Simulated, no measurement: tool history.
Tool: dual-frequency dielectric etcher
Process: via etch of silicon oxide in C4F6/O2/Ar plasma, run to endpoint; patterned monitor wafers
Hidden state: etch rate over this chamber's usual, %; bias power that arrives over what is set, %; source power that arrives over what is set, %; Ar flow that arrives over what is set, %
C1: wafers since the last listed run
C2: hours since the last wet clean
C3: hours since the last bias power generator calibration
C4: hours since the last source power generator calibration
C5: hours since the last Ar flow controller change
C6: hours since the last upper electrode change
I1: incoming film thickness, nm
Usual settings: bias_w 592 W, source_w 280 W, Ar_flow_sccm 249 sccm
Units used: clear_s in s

run 1 day=0 | bias_w=592 source_w=280 Ar_flow_sccm=249 | C1=0 C2=338.6 C3=4404.8 C4=2583.3 C5=2519.8 C6=5149.3 | I1=102.7 | clear_s=21.3
run 2 day=0.942 | bias_w=592 source_w=280 Ar_flow_sccm=249 | C1=257 C2=361.2 C3=4427.4 C4=2605.9 C5=2542.4 C6=5171.9 | I1=103.5 | clear_s=21.3
run 3 day=1.775 | bias_w=592 source_w=280 Ar_flow_sccm=249 | C1=228 C2=381.2 C3=4447.4 C4=2625.9 C5=2562.4 C6=5191.9 | I1=102.5 | clear_s=21.2
run 4 day=2.462 | bias_w=592 source_w=280 Ar_flow_sccm=249 | C1=188 C2=397.7 C3=4463.9 C4=2642.4 C5=2578.9 C6=5208.4 | I1=102.3 | clear_s=21
-- day=2.85 bias power generator calibrated
run 5 day=3.938 | bias_w=592 source_w=280 Ar_flow_sccm=249 | C1=358 C2=433.1 C3=26.1 C4=2677.8 C5=2614.3 C6=5243.8 | I1=102.7 | clear_s=21
run 6 day=4.792 | bias_w=592 source_w=280 Ar_flow_sccm=249 | C1=233 C2=453.6 C3=46.6 C4=2698.3 C5=2634.8 C6=5264.3 | I1=102.8 | clear_s=21.1
-- day=6.471 upper electrode replaced
-- day=7.458 wet clean of the chamber
run 7 day=7.479 | bias_w=592 source_w=280 Ar_flow_sccm=249 | C1=191 C2=0.5 C3=111.1 C4=2762.8 C5=2699.3 C6=24.2 | I1=103.1 | clear_s=21.1
run 8 day=7.492 | bias_w=518 source_w=280 Ar_flow_sccm=249 | C1=3 C2=0.8 C3=111.4 C4=2763.1 C5=2699.6 C6=24.5 | I1=103.6 | clear_s=22.5
run 9 day=7.967 | bias_w=518 source_w=280 Ar_flow_sccm=249 | C1=130 C2=12.2 C3=122.8 C4=2774.5 C5=2711 C6=35.9 | I1=103.1 | clear_s=22.7
run 10 day=8.654 | bias_w=592 source_w=280 Ar_flow_sccm=249 | C1=188 C2=28.7 C3=139.3 C4=2791 C5=2727.5 C6=52.4 | I1=102.6 | clear_s=21
run 11 day=9.304 | bias_w=592 source_w=280 Ar_flow_sccm=215 | C1=178 C2=44.3 C3=154.9 C4=2806.6 C5=2743.1 C6=68 | I1=103.4 | clear_s=21
run 12 day=10.2 | bias_w=516 source_w=280 Ar_flow_sccm=249 | C1=245 C2=65.8 C3=176.4 C4=2828.1 C5=2764.6 C6=89.5 | I1=103.6 | clear_s=22.7
run 13 day=11.304 | bias_w=592 source_w=280 Ar_flow_sccm=249 | C1=302 C2=92.3 C3=202.9 C4=2854.6 C5=2791.1 C6=116 | I1=103.9 | clear_s=21.5
run 14 day=15.767 | bias_w=592 source_w=280 Ar_flow_sccm=215 | C1=1222 C2=199.4 C3=310 C4=2961.7 C5=2898.2 C6=223.1 | I1=103.9 | clear_s=21.2
run 15 day=16.488 | bias_w=726 source_w=340 Ar_flow_sccm=297 | C1=197 C2=216.7 C3=327.3 C4=2979 C5=2915.5 C6=240.4 | I1=102.6 | clear_s=18
run 16 day=17.4 | bias_w=640 source_w=240 Ar_flow_sccm=249 | C1=249 C2=238.6 C3=349.2 C4=3000.9 C5=2937.4 C6=262.3 | I1=103.5 | clear_s=21.8
run 17 day=18.833 | bias_w=528 source_w=240 Ar_flow_sccm=190 | C1=392 C2=273 C3=383.6 C4=3035.3 C5=2971.8 C6=296.7 | I1=103 | clear_s=23.1
-- day=19.375 Ar flow controller replaced
run 18 day=19.458 | bias_w=592 source_w=280 Ar_flow_sccm=249 | C1=102 C2=288 C3=398.6 C4=3050.3 C5=2 C6=311.7 | I1=103.7 | clear_s=21.2
-- day=20.888 source power generator calibrated
run 19 day=20.929 | bias_w=592 source_w=280 Ar_flow_sccm=249 | C1=357 C2=323.3 C3=433.9 C4=1 C5=37.3 C6=347 | I1=104 | clear_s=21.5
run 20 day=22.021 | bias_w=592 source_w=280 Ar_flow_sccm=249 | C1=299 C2=349.5 C3=460.1 C4=27.2 C5=63.5 C6=373.2 | I1=104 | clear_s=21.2
run 21 day=22.704 | bias_w=642 source_w=220 Ar_flow_sccm=283 | C1=187 C2=365.9 C3=476.5 C4=43.6 C5=79.9 C6=389.6 | I1=103.4 | clear_s=22.8
run 22 day=23.208 | bias_w=476 source_w=220 Ar_flow_sccm=249 | C1=138 C2=378 C3=488.6 C4=55.7 C5=92 C6=401.7 | I1=105 | clear_s=26.5
run 23 day=23.975 | bias_w=656 source_w=220 Ar_flow_sccm=210 | C1=209 C2=396.4 C3=507 C4=74.1 C5=110.4 C6=420.1 | I1=103.2 | clear_s=21.9
run 24 day=24.908 | bias_w=502 source_w=280 Ar_flow_sccm=249 | C1=255 C2=418.8 C3=529.4 C4=96.5 C5=132.8 C6=442.5 | I1=104.3 | clear_s=23
run 25 day=25.508 | bias_w=699 source_w=230 Ar_flow_sccm=221 | C1=164 C2=433.2 C3=543.8 C4=110.9 C5=147.2 C6=456.9 | I1=104 | clear_s=20.8
run 26 day=26.092 | bias_w=479 source_w=250 Ar_flow_sccm=225 | C1=159 C2=447.2 C3=557.8 C4=124.9 C5=161.2 C6=470.9 | I1=103.4 | clear_s=24.3
run 27 day=27.142 | bias_w=592 source_w=280 Ar_flow_sccm=249 | C1=287 C2=472.4 C3=583 C4=150.1 C5=186.4 C6=496.1 | I1=103.6 | clear_s=21.1
run 28 day=28.575 | bias_w=534 source_w=310 Ar_flow_sccm=213 | C1=392 C2=506.8 C3=617.4 C4=184.5 C5=220.8 C6=530.5 | I1=102.8 | clear_s=21
-- day=32.85 wet clean of the chamber
run 29 day=32.871 | bias_w=592 source_w=280 Ar_flow_sccm=285 | C1=902 C2=0.5 C3=720.5 C4=287.6 C5=323.9 C6=633.6 | I1=103.4 | clear_s=21.6

How the hidden state differs across the entries between the runs, from the last listed run before each to the first after it:
From run 4 to run 5: bias power generator calibrated (day 2.85)
  the hidden state is the same at both runs
From run 6 to run 7: upper electrode replaced (day 6.471); wet clean of the chamber (day 7.458)
  the hidden state is the same at both runs
From run 17 to run 18: Ar flow controller replaced (day 19.375)
  the hidden state is the same at both runs
From run 18 to run 19: source power generator calibrated (day 20.888)
  the hidden state is the same at both runs
From run 28 to run 29: wet clean of the chamber (day 32.85)
  the hidden state is the same at both runs

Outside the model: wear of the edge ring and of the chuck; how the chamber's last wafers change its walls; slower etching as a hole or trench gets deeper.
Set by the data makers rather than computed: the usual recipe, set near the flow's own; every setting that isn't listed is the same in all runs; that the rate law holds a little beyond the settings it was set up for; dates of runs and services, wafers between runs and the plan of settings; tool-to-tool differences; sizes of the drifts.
